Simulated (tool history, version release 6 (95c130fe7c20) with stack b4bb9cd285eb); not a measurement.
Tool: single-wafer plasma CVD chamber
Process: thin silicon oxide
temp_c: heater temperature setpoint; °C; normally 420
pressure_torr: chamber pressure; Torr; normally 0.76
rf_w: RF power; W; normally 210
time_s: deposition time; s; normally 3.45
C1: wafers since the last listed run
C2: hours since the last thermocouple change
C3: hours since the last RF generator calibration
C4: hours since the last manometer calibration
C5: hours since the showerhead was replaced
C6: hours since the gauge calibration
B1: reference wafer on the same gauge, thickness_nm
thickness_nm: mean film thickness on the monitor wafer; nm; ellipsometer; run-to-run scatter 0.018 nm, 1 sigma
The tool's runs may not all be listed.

run 1 day=0 | temp_c=420 pressure_torr=0.76 rf_w=210 time_s=3.45 | C1=0 C2=881 C3=568.5 C4=2146.4 C5=18.6 C6=734.1 | B1=5.314 | thickness_nm=4.652
run 2 day=0.7 | temp_c=420 pressure_torr=0.76 rf_w=210 time_s=3.45 | C1=543 C2=897.8 C3=585.3 C4=2163.2 C5=35.4 C6=750.9 | B1=5.319 | thickness_nm=4.668
-- day=2.896 capacitance manometer re-zeroed and calibrated
run 3 day=3.221 | temp_c=420 pressure_torr=0.76 rf_w=210 time_s=3.45 | C1=1699 C2=958.3 C3=645.8 C4=7.8 C5=95.9 C6=811.4 | B1=5.324 | thickness_nm=5.18
run 4 day=3.996 | temp_c=420 pressure_torr=0.76 rf_w=210 time_s=3.45 | C1=602 C2=976.9 C3=664.4 C4=26.4 C5=114.5 C6=830 | B1=5.321 | thickness_nm=5.164
run 5 day=4.854 | temp_c=425 pressure_torr=0.862 rf_w=210 time_s=3.45 | C1=667 C2=997.5 C3=685 C4=47 C5=135.1 C6=850.6 | B1=5.325 | thickness_nm=5.709
run 6 day=6.342 | temp_c=420 pressure_torr=0.62 rf_w=210 time_s=3.45 | C1=1155 C2=1033.2 C3=720.7 C4=82.7 C5=170.8 C6=886.3 | B1=5.316 | thickness_nm=4.284
-- day=6.438 gauge calibrated
run 7 day=7.367 | temp_c=412 pressure_torr=0.76 rf_w=210 time_s=3.45 | C1=796 C2=1057.8 C3=745.3 C4=107.3 C5=195.4 C6=22.3 | B1=5.312 | thickness_nm=5.181
run 8 day=8.25 | temp_c=420 pressure_torr=0.942 rf_w=210 time_s=3.98 | C1=686 C2=1079 C3=766.5 C4=128.5 C5=216.6 C6=43.5 | B1=5.318 | thickness_nm=6.995
-- day=10.079 thermocouple changed; heater temperature recalibrated
run 9 day=10.617 | temp_c=420 pressure_torr=0.76 rf_w=210 time_s=3.45 | C1=1580 C2=12.9 C3=823.3 C4=185.3 C5=273.4 C6=100.3 | B1=5.321 | thickness_nm=5.128
run 10 day=12.021 | temp_c=427 pressure_torr=0.76 rf_w=210 time_s=3.45 | C1=1091 C2=46.6 C3=857 C4=219 C5=307.1 C6=134 | B1=5.32 | thickness_nm=5.091
run 11 day=13.129 | temp_c=410 pressure_torr=0.76 rf_w=210 time_s=3.83 | C1=861 C2=73.2 C3=883.6 C4=245.6 C5=333.7 C6=160.6 | B1=5.322 | thickness_nm=5.713
-- day=14.117 RF generator calibrated
run 12 day=15.071 | temp_c=420 pressure_torr=0.649 rf_w=230 time_s=3.45 | C1=1249 C2=119.8 C3=22.9 C4=292.2 C5=380.3 C6=207.2 | B1=5.326 | thickness_nm=4.659
-- day=16.108 capacitance manometer re-zeroed and calibrated, repeated, since the last time left the tool worse
run 13 day=16.425 | temp_c=420 pressure_torr=0.76 rf_w=210 time_s=3.45 | C1=793 C2=152.3 C3=55.4 C4=7.6 C5=412.8 C6=239.7 | B1=5.322 | thickness_nm=4.883
run 14 day=17.038 | temp_c=420 pressure_torr=0.76 rf_w=210 time_s=3.45 | C1=475 C2=167 C3=70.1 C4=22.3 C5=427.5 C6=254.4 | B1=5.323 | thickness_nm=4.842
run 15 day=18.129 | temp_c=420 pressure_torr=0.76 rf_w=210 time_s=3.45 | C1=848 C2=193.2 C3=96.3 C4=48.5 C5=453.7 C6=280.6 | B1=5.323 | thickness_nm=4.843
run 16 day=19.417 | temp_c=420 pressure_torr=0.76 rf_w=240 time_s=3.73 | C1=1000 C2=224.1 C3=127.2 C4=79.4 C5=484.6 C6=311.5 | B1=5.319 | thickness_nm=5.59
run 17 day=20.604 | temp_c=427 pressure_torr=0.76 rf_w=210 time_s=3.78 | C1=922 C2=252.6 C3=155.7 C4=107.9 C5=513.1 C6=340 | B1=5.323 | thickness_nm=5.259
run 18 day=21.367 | temp_c=420 pressure_torr=0.76 rf_w=210 time_s=3.45 | C1=592 C2=270.9 C3=174 C4=126.2 C5=531.4 C6=358.3 | B1=5.325 | thickness_nm=4.848
run 19 day=22.417 | temp_c=420 pressure_torr=0.822 rf_w=245 time_s=3.45 | C1=815 C2=296.1 C3=199.2 C4=151.4 C5=556.6 C6=383.5 | B1=5.315 | thickness_nm=5.548
run 20 day=23.146 | temp_c=420 pressure_torr=0.599 rf_w=220 time_s=4.12 | C1=566 C2=313.6 C3=216.7 C4=168.9 C5=574.1 C6=401 | B1=5.318 | thickness_nm=4.751
run 21 day=24.604 | temp_c=420 pressure_torr=0.76 rf_w=210 time_s=3.45 | C1=1133 C2=348.6 C3=251.7 C4=203.9 C5=609.1 C6=436 | B1=5.324 | thickness_nm=4.828
run 22 day=25.925 | temp_c=420 pressure_torr=0.936 rf_w=240 time_s=3.45 | C1=1026 C2=380.3 C3=283.4 C4=235.6 C5=640.8 C6=467.7 | B1=5.317 | thickness_nm=6.058
run 23 day=27.204 | temp_c=420 pressure_torr=0.76 rf_w=210 time_s=3.45 | C1=994 C2=411 C3=314.1 C4=266.3 C5=671.5 C6=498.4 | B1=5.323 | thickness_nm=4.81
run 24 day=27.988 | temp_c=409 pressure_torr=0.647 rf_w=230 time_s=3.45 | C1=608 C2=429.8 C3=332.9 C4=285.1 C5=690.3 C6=517.2 | B1=5.318 | thickness_nm=4.332
run 25 day=29.283 | temp_c=426 pressure_torr=0.664 rf_w=180 time_s=3.21 | C1=1006 C2=460.9 C3=364 C4=316.2 C5=721.4 C6=548.3 | B1=5.316 | thickness_nm=3.618
run 26 day=29.879 | temp_c=420 pressure_torr=0.706 rf_w=225 time_s=4.1 | C1=463 C2=475.2 C3=378.3 C4=330.5 C5=735.7 C6=562.6 | B1=5.321 | thickness_nm=5.494
run 27 day=31.362 | temp_c=420 pressure_torr=0.76 rf_w=210 time_s=3.45 | C1=1152 C2=510.8 C3=413.9 C4=366.1 C5=771.3 C6=598.2 | B1=5.325 | thickness_nm=4.809
run 28 day=32.808 | temp_c=420 pressure_torr=0.76 rf_w=210 time_s=3.45 | C1=1123 C2=545.5 C3=448.6 C4=400.8 C5=806 C6=632.9 | B1=5.319 | thickness_nm=4.792
run 29 day=34.229 | temp_c=434 pressure_torr=0.76 rf_w=230 time_s=3.2 | C1=1104 C2=579.6 C3=482.7 C4=434.9 C5=840.1 C6=667 | B1=5.315 | thickness_nm=4.617
run 30 day=34.896 | temp_c=426 pressure_torr=0.573 rf_w=245 time_s=3.19 | C1=518 C2=595.6 C3=498.7 C4=450.9 C5=856.1 C6=683 | B1=5.313 | thickness_nm=3.623

For each entry between runs, how does the tool's hidden state at the last listed run before it compare with that at the first listed run after it?
Between runs 2 and 3: capacitance manometer re-zeroed and calibrated (day 2.896)
  true pressure above the setpoint (%): -4.75 -> 7.85
  the result without the hidden state subtracted from the measured one, thickness_nm: -0.21 -> +0.325 nm
Between runs 6 and 7: gauge calibrated (day 6.438)
  true pressure above the setpoint (%): 7.36 -> 7.21
  the result without the hidden state subtracted from the measured one, thickness_nm: +0.287 -> +0.301 nm
Between runs 8 and 9: thermocouple changed; heater temperature recalibrated (day 10.079)
  true pressure above the setpoint (%): 7.09 -> 6.78
  the result without the hidden state subtracted from the measured one, thickness_nm: +0.347 -> +0.281 nm
Between runs 11 and 12: RF generator calibrated (day 14.117)
  true pressure above the setpoint (%): 6.47 -> 6.25
  the result without the hidden state subtracted from the measured one, thickness_nm: +0.299 -> +0.262 nm
Between runs 12 and 13: capacitance manometer re-zeroed and calibrated, repeated, since the last time left the tool worse (day 16.108)
  true pressure above the setpoint (%): 6.25 -> 0.18
  the result without the hidden state subtracted from the measured one, thickness_nm: +0.262 -> +0.008 nm
